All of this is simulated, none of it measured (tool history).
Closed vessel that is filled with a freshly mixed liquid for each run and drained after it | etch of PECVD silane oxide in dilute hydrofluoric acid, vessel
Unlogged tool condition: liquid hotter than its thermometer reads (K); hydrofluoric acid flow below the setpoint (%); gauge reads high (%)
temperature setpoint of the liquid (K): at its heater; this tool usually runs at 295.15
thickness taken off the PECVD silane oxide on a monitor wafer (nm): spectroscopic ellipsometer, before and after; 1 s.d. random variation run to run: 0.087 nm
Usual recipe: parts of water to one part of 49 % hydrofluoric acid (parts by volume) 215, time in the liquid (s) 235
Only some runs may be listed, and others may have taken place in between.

run   hour  temperature setpoint of the liquid (K)  parts of water to one part of 49 % hydrofluoric acid (parts by volume)  time in the liquid (s)  wafers since the last listed run  hours since the thermometer was replaced  hours since the hydrofluoric acid flow meter was replaced  hours since the gauge calibration  read-back film thickness of the PECVD silane oxide reference wafer, read on the same gauge (nm)  thickness taken off the PECVD silane oxide on a monitor wafer (nm)
  1    0.0                                  295.15                                                                     215                     235                                 0                                    2129.7                                                     1674.0                              171.7                                                                                            29.97                                                               12.53
  2   14.7                                  295.15                                                                     215                     235                              1156                                    2144.4                                                     1688.7                              186.4                                                                                            30.00                                                               12.49
  3   32.0                                  295.15                                                                     215                     235                              1361                                    2161.7                                                     1706.0                              203.7                                                                                            30.00                                                               12.37
  4   42.9                                  295.15                                                                     215                     235                               857                                    2172.6                                                     1716.9                              214.6                                                                                            30.02                                                               12.47
  5   58.1                                  295.15                                                                     215                     235                              1195                                    2187.8                                                     1732.1                              229.8                                                                                            29.98                                                               12.50
  6   66.7                                  295.15                                                                     215                     235                               676                                    2196.4                                                     1740.7                              238.4                                                                                            30.01                                                               12.35
  7   76.6                                  292.15                                                                     265                     235                               778                                    2206.3                                                     1750.6                              248.3                                                                                            30.02                                                                8.59
  8   90.8                                  294.15                                                                     215                     235                              1117                                    2220.5                                                     1764.8                              262.5                                                                                            29.99                                                               12.02
  9  106.8                                  294.15                                                                     215                     235                              1258                                    2236.5                                                     1780.8                              278.5                                                                                            29.98                                                               11.97
 10  119.0                                  295.15                                                                     215                     235                               959                                    2248.7                                                     1793.0                              290.7                                                                                            30.00                                                               12.41
     139.5  -- thermometer replaced
 11  160.8                                  295.15                                                                     215                     235                              3209                                      21.3                                                     1834.8                              332.5                                                                                            30.02                                                               12.20
 12  173.3                                  295.15                                                                     215                     195                               983                                      33.8                                                     1847.3                              345.0                                                                                            30.01                                                               10.18
 13  225.4                                  295.15                                                                     180                     350                              4098                                      85.9                                                     1899.4                              397.1                                                                                            29.99                                                               22.81
 14  233.0                                  295.15                                                                     215                     235                               597                                      93.5                                                     1907.0                              404.7                                                                                            30.01                                                               12.27
 15  247.2                                  290.65                                                                     310                     360                              1117                                     107.7                                                     1921.2                              418.9                                                                                            29.99                                                                9.98
 16  257.9                                  295.15                                                                     215                     235                               841                                     118.4                                                     1931.9                              429.6                                                                                            29.99                                                               12.39
 17  272.0                                  295.15                                                                     215                     235                              1109                                     132.5                                                     1946.0                              443.7                                                                                            30.02                                                               12.15
     272.6  -- gauge calibrated
     274.4  -- hydrofluoric acid flow meter replaced
 18  288.5                                  295.15                                                                     215                     120                              1219                                     149.0                                                       14.1                               15.9                                                                                            29.98                                                                7.28
 19  303.9                                  295.15                                                                     215                     235                              1211                                     164.4                                                       29.5                               31.3                                                                                            30.00                                                               14.33
 20  349.9                                  293.65                                                                     135                     235                              3618                                     210.4                                                       75.5                               77.3                                                                                            30.01                                                               23.15
 21  356.6                                  299.65                                                                     245                     235                               527                                     217.1                                                       82.2                               84.0                                                                                            30.00                                                               14.25
 22  370.9                                  291.65                                                                     215                     300                              1125                                     231.4                                                       96.5                               98.3                                                                                            30.02                                                               16.01

Here are 4 independent what-if runs from the current tool condition. What would each one return?
  A  371.6                                  299.15                                                                     215                     235                                55                                     232.1                                                       97.2                               99.0                                                                                                ?                                                                   ?
  B  371.6                                  299.65                                                                     215                     145                                55                                     232.1                                                       97.2                               99.0                                                                                                ?                                                                   ?
  C  371.6                                  291.15                                                                     315                     235                                55                                     232.1                                                       97.2                               99.0                                                                                                ?                                                                   ?
  D  371.6                                  292.65                                                                     215                     235                                55                                     232.1                                                       97.2                               99.0                                                                                                ?                                                                   ?

run  read-back film thickness of the PECVD silane oxide reference wafer, read on the same gauge (nm)  thickness taken off the PECVD silane oxide on a monitor wafer (nm)
  A                                                                                            30.03                                                               16.43
  B                                                                                            30.03                                                               10.32
  C                                                                                            30.03                                                                7.61
  D                                                                                            30.03                                                               12.92
With no hidden state in the tool, these same runs would have given:
run  thickness taken off the PECVD silane oxide on a monitor wafer (nm)
  A                                                               16.84
  B                                                               10.58
  C                                                                7.80
  D                                                               13.23
